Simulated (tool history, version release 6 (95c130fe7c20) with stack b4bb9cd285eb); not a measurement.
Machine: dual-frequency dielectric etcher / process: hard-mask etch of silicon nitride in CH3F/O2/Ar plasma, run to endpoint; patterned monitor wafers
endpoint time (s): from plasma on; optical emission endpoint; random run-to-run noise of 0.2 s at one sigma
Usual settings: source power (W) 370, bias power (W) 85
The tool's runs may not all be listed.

run,hour,source power (W),bias power (W),wafers since the last listed run,hours since the last wet clean,hours since the last source power generator calibration,hours since the last bias power generator calibration,hours since the last upper electrode change,"incoming incoming film thickness, nm",endpoint time (s)
1,0,310,85,0,23.9,1440.8,793.8,887.6,30.26,45.1
2,276.3,370,85,2861,300.2,1717.1,1070.1,1163.9,29.79,40.7
3,326.7,370,85,522,350.6,1767.5,1120.5,1214.3,30.26,41.1
4,397.8,370,99,736,421.7,1838.6,1191.6,1285.4,29.93,37.2
5,470.7,370,92,755,494.6,1911.5,1264.5,1358.3,30.17,38.7
6,573.3,370,92,1062,597.2,2014.1,1367.1,1460.9,30.11,38.3
7,668.1,310,74,981,692,2108.9,1461.9,1555.7,30.25,46.1
8,728.3,370,85,623,752.2,2169.1,1522.1,1615.9,30.11,39.5
# hour 755.4: wet clean of the chamber
9,799.4,370,85,487,44,2240.2,1593.2,1687,30.16,41.7
10,891.6,370,85,954,136.2,2332.4,1685.4,1779.2,30.09,41.2
11,996.8,370,85,1089,241.4,2437.6,1790.6,1884.4,30.06,41.1
12,1067.9,370,85,736,312.5,2508.7,1861.7,1955.5,29.96,40.2
13,1162,370,85,974,406.6,2602.8,1955.8,2049.6,30.04,40.2
14,1203.9,370,85,433,448.5,2644.7,1997.7,2091.5,30.06,40.2
15,1353.2,370,100,1546,597.8,2794,2147,2240.8,30.21,37
16,1393.3,370,100,415,637.9,2834.1,2187.1,2280.9,29.91,36.8
17,1453.2,370,100,620,697.8,2894,2247,2340.8,30.21,36.6
# hour 1481.1: wet clean of the chamber
18,1533.1,340,99,578,52,2973.9,2326.9,2420.7,30.25,40.2

What will run 19 give?
19,1639.9,280,79,1106,158.8,3080.7,2433.7,2527.5,30.43,?

For run 19 the tool returned endpoint time (s) 49.
Minus the tool's unlogged condition, the same run would have read endpoint time (s) 48.9.
